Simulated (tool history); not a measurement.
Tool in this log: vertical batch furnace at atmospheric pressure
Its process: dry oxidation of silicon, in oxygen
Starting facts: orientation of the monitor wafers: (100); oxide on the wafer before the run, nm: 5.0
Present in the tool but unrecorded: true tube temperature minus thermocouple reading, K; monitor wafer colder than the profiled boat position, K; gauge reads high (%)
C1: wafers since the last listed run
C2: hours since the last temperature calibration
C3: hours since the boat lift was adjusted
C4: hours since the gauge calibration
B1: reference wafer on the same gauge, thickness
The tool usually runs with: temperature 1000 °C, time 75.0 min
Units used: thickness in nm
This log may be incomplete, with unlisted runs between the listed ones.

{"run": 1, "hour": 0.0, "temperature": 1000, "time": 75.0, "C1": 0, "C2": 2983.3, "C3": 4008.0, "C4": 381.3, "B1": 58.08, "thickness": 60.64}
{"run": 2, "hour": 32.2, "temperature": 1000, "time": 75.0, "C1": 530, "C2": 3015.5, "C3": 4040.2, "C4": 413.5, "B1": 58.06, "thickness": 60.91}
{"run": 3, "hour": 95.3, "temperature": 1000, "time": 75.0, "C1": 1039, "C2": 3078.6, "C3": 4103.3, "C4": 476.6, "B1": 58.14, "thickness": 59.93}
{"run": 4, "hour": 133.5, "temperature": 981, "time": 75.0, "C1": 629, "C2": 3116.8, "C3": 4141.5, "C4": 514.8, "B1": 58.23, "thickness": 50.79}
{"run": 5, "hour": 162.7, "temperature": 981, "time": 75.0, "C1": 481, "C2": 3146.0, "C3": 4170.7, "C4": 544.0, "B1": 58.18, "thickness": 49.93}
{"run": 6, "hour": 228.7, "temperature": 1000, "time": 75.0, "C1": 1087, "C2": 3212.0, "C3": 4236.7, "C4": 610.0, "B1": 58.35, "thickness": 60.54}
{"run": 7, "hour": 265.0, "temperature": 1000, "time": 75.0, "C1": 598, "C2": 3248.3, "C3": 4273.0, "C4": 646.3, "B1": 58.17, "thickness": 60.45}
{"hour": 295.8, "done": "gauge calibrated"}
{"hour": 318.2, "done": "thermocouples replaced and temperature profile calibrated"}
{"run": 8, "hour": 318.7, "temperature": 1000, "time": 75.0, "C1": 489, "C2": 0.5, "C3": 4326.7, "C4": 22.9, "B1": 58.26, "thickness": 60.56}
{"run": 9, "hour": 333.6, "temperature": 1000, "time": 75.0, "C1": 245, "C2": 15.4, "C3": 4341.6, "C4": 37.8, "B1": 58.11, "thickness": 60.29}
{"run": 10, "hour": 387.4, "temperature": 980, "time": 61.0, "C1": 886, "C2": 69.2, "C3": 4395.4, "C4": 91.6, "B1": 58.16, "thickness": 43.95}
{"run": 11, "hour": 451.8, "temperature": 1008, "time": 75.0, "C1": 1061, "C2": 133.6, "C3": 4459.8, "C4": 156.0, "B1": 58.31, "thickness": 64.51}
{"run": 12, "hour": 490.0, "temperature": 1023, "time": 87.0, "C1": 629, "C2": 171.8, "C3": 4498.0, "C4": 194.2, "B1": 58.18, "thickness": 82.29}
{"hour": 514.5, "done": "boat lift adjusted"}
{"run": 13, "hour": 559.4, "temperature": 990, "time": 50.5, "C1": 748, "C2": 241.2, "C3": 44.9, "C4": 263.6, "B1": 58.31, "thickness": 42.65}
{"run": 14, "hour": 586.7, "temperature": 986, "time": 63.5, "C1": 449, "C2": 268.5, "C3": 72.2, "C4": 290.9, "B1": 58.16, "thickness": 47.75}
{"run": 15, "hour": 625.1, "temperature": 1000, "time": 75.0, "C1": 632, "C2": 306.9, "C3": 110.6, "C4": 329.3, "B1": 58.21, "thickness": 60.39}
{"run": 16, "hour": 668.2, "temperature": 1010, "time": 96.5, "C1": 710, "C2": 350.0, "C3": 153.7, "C4": 372.4, "B1": 58.12, "thickness": 78.48}
{"run": 17, "hour": 733.0, "temperature": 1018, "time": 41.5, "C1": 1067, "C2": 414.8, "C3": 218.5, "C4": 437.2, "B1": 58.15, "thickness": 49.22}
{"run": 18, "hour": 799.7, "temperature": 1000, "time": 75.0, "C1": 1099, "C2": 481.5, "C3": 285.2, "C4": 503.9, "B1": 58.3, "thickness": 60.91}

4 options for the next run, each taken on its own from the tool as it stands now. Forecast them:
{"run": "A", "hour": 804.4, "temperature": 1000, "time": 75.0, "C1": 77, "C2": 486.2, "C3": 289.9, "C4": 508.6, "B1": "?", "thickness": "?"}
{"run": "B", "hour": 804.4, "temperature": 983, "time": 52.0, "C1": 77, "C2": 486.2, "C3": 289.9, "C4": 508.6, "B1": "?", "thickness": "?"}
{"run": "C", "hour": 804.4, "temperature": 1008, "time": 111.5, "C1": 77, "C2": 486.2, "C3": 289.9, "C4": 508.6, "B1": "?", "thickness": "?"}
{"run": "D", "hour": 804.4, "temperature": 1017, "time": 53.5, "C1": 77, "C2": 486.2, "C3": 289.9, "C4": 508.6, "B1": "?", "thickness": "?"}

run=A B1=58.11 thickness=60.51
run=B B1=58.11 thickness=40.86
run=C B1=58.11 thickness=85.08
run=D B1=58.11 thickness=57.21
Take away the tool's hidden state, keep each run's random variation, and the runs would have read:
run=A thickness=60.51
run=B thickness=40.86
run=C thickness=85.08
run=D thickness=57.21
